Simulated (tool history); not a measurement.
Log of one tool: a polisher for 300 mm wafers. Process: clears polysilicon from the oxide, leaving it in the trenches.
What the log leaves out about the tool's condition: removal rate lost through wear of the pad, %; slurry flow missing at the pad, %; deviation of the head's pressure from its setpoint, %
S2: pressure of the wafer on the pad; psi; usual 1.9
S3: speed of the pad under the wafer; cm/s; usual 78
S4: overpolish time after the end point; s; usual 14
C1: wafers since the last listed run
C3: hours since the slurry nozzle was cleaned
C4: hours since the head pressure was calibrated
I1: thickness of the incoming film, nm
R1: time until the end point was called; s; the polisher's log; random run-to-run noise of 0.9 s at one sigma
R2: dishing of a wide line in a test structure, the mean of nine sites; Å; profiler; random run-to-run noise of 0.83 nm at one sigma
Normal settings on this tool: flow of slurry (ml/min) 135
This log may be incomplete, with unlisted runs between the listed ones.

Run 1, day 0.000: usual settings but S3 84 cm/s; C1 0; wafers polished on this pad 2916; C3 127.9; C4 1003.3; I1 554.9. Result: R1 81.4 s, R2 435 Å.
Run 2, day 1.658: usual settings; C1 490; wafers polished on this pad 3407; C3 167.7; C4 1043.1; I1 558.0. Result: R1 90.6 s, R2 414 Å.
Run 3, day 3.625: usual settings; C1 582; wafers polished on this pad 3989; C3 214.9; C4 1090.3; I1 563.0. Result: R1 91.4 s, R2 421 Å.
At day 5.704: head pressure recalibrated.
At day 5.946: worn pad replaced by a new one.
Run 4, day 6.196: usual settings; C1 686; wafers polished on this pad 73; C3 276.6; C4 11.8; I1 556.5. Result: R1 86.1 s, R2 425 Å.
Run 5, day 7.912: usual settings; C1 508; wafers polished on this pad 581; C3 317.8; C4 53.0; I1 567.9. Result: R1 87.4 s, R2 420 Å.
Run 6, day 10.017: usual settings; C1 622; wafers polished on this pad 1204; C3 368.3; C4 103.5; I1 560.5. Result: R1 88.4 s, R2 419 Å.
At day 11.275: slurry nozzle cleaned.
Run 7, day 12.971: usual settings; C1 862; wafers polished on this pad 2066; C3 40.7; C4 174.4; I1 559.3. Result: R1 88.2 s, R2 415 Å.
Run 8, day 14.121: usual settings; C1 340; wafers polished on this pad 2406; C3 68.3; C4 202.0; I1 548.7. Result: R1 87.0 s, R2 405 Å.
Run 9, day 15.692: usual settings; C1 464; wafers polished on this pad 2871; C3 106.0; C4 239.7; I1 555.1. Result: R1 86.7 s, R2 416 Å.
Run 10, day 18.025: usual settings; C1 690; wafers polished on this pad 3562; C3 162.0; C4 295.7; I1 566.6. Result: R1 90.7 s, R2 436 Å.
Run 11, day 20.300: usual settings; C1 673; wafers polished on this pad 4235; C3 216.6; C4 350.3; I1 564.1. Result: R1 89.6 s, R2 412 Å.
Run 12, day 21.992: usual settings but flow of slurry (ml/min) 155; C1 500; wafers polished on this pad 4736; C3 257.2; C4 390.9; I1 563.6. Result: R1 90.1 s, R2 424 Å.
Run 13, day 23.917: usual settings but flow of slurry (ml/min) 115; C1 569; wafers polished on this pad 5305; C3 303.4; C4 437.1; I1 560.8. Result: R1 94.2 s, R2 407 Å.
Run 14, day 25.550: usual settings; C1 483; wafers polished on this pad 5789; C3 342.6; C4 476.3; I1 559.8. Result: R1 92.2 s, R2 403 Å.
At day 25.796: worn pad replaced by a new one.
Run 15, day 27.142: usual settings but flow of slurry (ml/min) 105, S2 1.6 psi, S3 66 cm/s, S4 7 s; C1 421; wafers polished on this pad 397; C3 380.8; C4 514.5; I1 558.3. Result: R1 127.3 s, R2 231 Å.
At day 27.704: slurry nozzle cleaned.
Run 16, day 29.567: usual settings but flow of slurry (ml/min) 145; C1 705; wafers polished on this pad 1103; C3 44.7; C4 572.7; I1 558.8. Result: R1 85.3 s, R2 427 Å.
Run 17, day 30.767: usual settings but flow of slurry (ml/min) 180, S2 1.4 psi, S3 102 cm/s; C1 355; wafers polished on this pad 1458; C3 73.5; C4 601.5; I1 571.0. Result: R1 87.2 s, R2 425 Å.
Run 18, day 32.071: usual settings but S3 84 cm/s; C1 385; wafers polished on this pad 1844; C3 104.8; C4 632.8; I1 567.1. Result: R1 82.6 s, R2 430 Å.
Run 19, day 34.929: usual settings but S3 88 cm/s, S4 16 s; C1 845; wafers polished on this pad 2690; C3 173.4; C4 701.4; I1 563.7. Result: R1 77.8 s, R2 455 Å.
Run 20, day 36.754: usual settings but flow of slurry (ml/min) 170, S4 8 s; C1 540; wafers polished on this pad 3230; C3 217.2; C4 745.2; I1 563.0. Result: R1 88.4 s, R2 340 Å.
Run 21, day 39.642: usual settings; C1 854; wafers polished on this pad 4085; C3 286.5; C4 814.5; I1 567.5. Result: R1 92.0 s, R2 436 Å.
Run 22, day 42.354: usual settings but flow of slurry (ml/min) 165; C1 802; wafers polished on this pad 4887; C3 351.6; C4 879.6; I1 567.1. Result: R1 90.3 s, R2 420 Å.
At day 43.804: worn pad replaced by a new one, of another model than before.
Run 23, day 44.262: usual settings but flow of slurry (ml/min) 170, S3 92 cm/s, S4 7 s; C1 515; wafers polished on this pad 135; C3 397.4; C4 925.4; I1 569.4. Result: R1 76.2 s, R2 319 Å.
Run 24, day 46.838: usual settings but flow of slurry (ml/min) 170, S2 2.2 psi, S3 86 cm/s, S4 19 s; C1 762; wafers polished on this pad 897; C3 459.2; C4 987.2; I1 554.2. Result: R1 70.5 s, R2 494 Å.
At day 46.925: slurry nozzle cleaned.
Run 25, day 48.612: usual settings but S3 86 cm/s; C1 513; wafers polished on this pad 1410; C3 40.5; C4 1029.8; I1 562.1. Result: R1 81.7 s, R2 444 Å.
Run 26, day 50.796: usual settings but S4 10 s; C1 646; wafers polished on this pad 2056; C3 92.9; C4 1082.2; I1 559.3. Result: R1 88.4 s, R2 359 Å.
Run 27, day 52.342: usual settings; C1 457; wafers polished on this pad 2514; C3 130.0; C4 1119.3; I1 547.7. Result: R1 85.7 s, R2 415 Å.
Run 28, day 54.671: usual settings; C1 689; wafers polished on this pad 3203; C3 185.9; C4 1175.2; I1 559.2. Result: R1 89.2 s, R2 416 Å.
Run 29, day 55.900: usual settings but S2 1.6 psi; C1 363; wafers polished on this pad 3567; C3 215.4; C4 1204.7; I1 566.5. Result: R1 101.7 s, R2 393 Å.
Run 30, day 57.871: usual settings but flow of slurry (ml/min) 170; C1 583; wafers polished on this pad 4150; C3 262.7; C4 1252.0; I1 554.9. Result: R1 87.2 s, R2 411 Å.
Run 31, day 59.092: usual settings but flow of slurry (ml/min) 95, S2 2.1 psi; C1 361; wafers polished on this pad 4511; C3 292.0; C4 1281.3; I1 557.8. Result: R1 88.2 s, R2 415 Å.
At day 59.658: head pressure recalibrated.
Run 32, day 60.838: usual settings but S3 92 cm/s; C1 492; wafers polished on this pad 5004; C3 333.9; C4 28.3; I1 563.8. Result: R1 82.0 s, R2 436 Å.
Run 33, day 62.479: usual settings; C1 485; wafers polished on this pad 5489; C3 373.3; C4 67.7; I1 557.0. Result: R1 91.9 s, R2 408 Å.
At day 63.950: worn pad replaced by a new one.
Run 34, day 64.288: usual settings but flow of slurry (ml/min) 180, S3 98 cm/s, S4 19 s; C1 485; wafers polished on this pad 99; C3 416.7; C4 111.1; I1 551.7. Result: R1 70.1 s, R2 495 Å.
At day 66.071: slurry nozzle cleaned.
Run 35, day 67.092: usual settings but S2 2.5 psi, S3 90 cm/s; C1 817; wafers polished on this pad 916; C3 24.5; C4 178.4; I1 560.3. Result: R1 64.6 s, R2 463 Å.

3 ways to go on from here, each from the tool as it stands after run 35. What would each give?
Run A, day 67.108: usual settings but S3 88 cm/s; C1 4; wafers polished on this pad 921; C3 24.9; C4 178.8; I1 554.3. Result: R1 ?, R2 ?.
Run B, day 67.108: usual settings but S3 104 cm/s; C1 4; wafers polished on this pad 921; C3 24.9; C4 178.8; I1 554.3. Result: R1 ?, R2 ?.
Run C, day 67.108: usual settings but S4 7 s; C1 4; wafers polished on this pad 921; C3 24.9; C4 178.8; I1 554.3. Result: R1 ?, R2 ?.

run    R1   R2
  A  77.4  423
  B  67.8  439
  C  84.8  291
Had the tool no hidden state, the same runs would have come out as:
run    R1   R2
  A  77.0  423
  B  67.5  440
  C  84.4  291
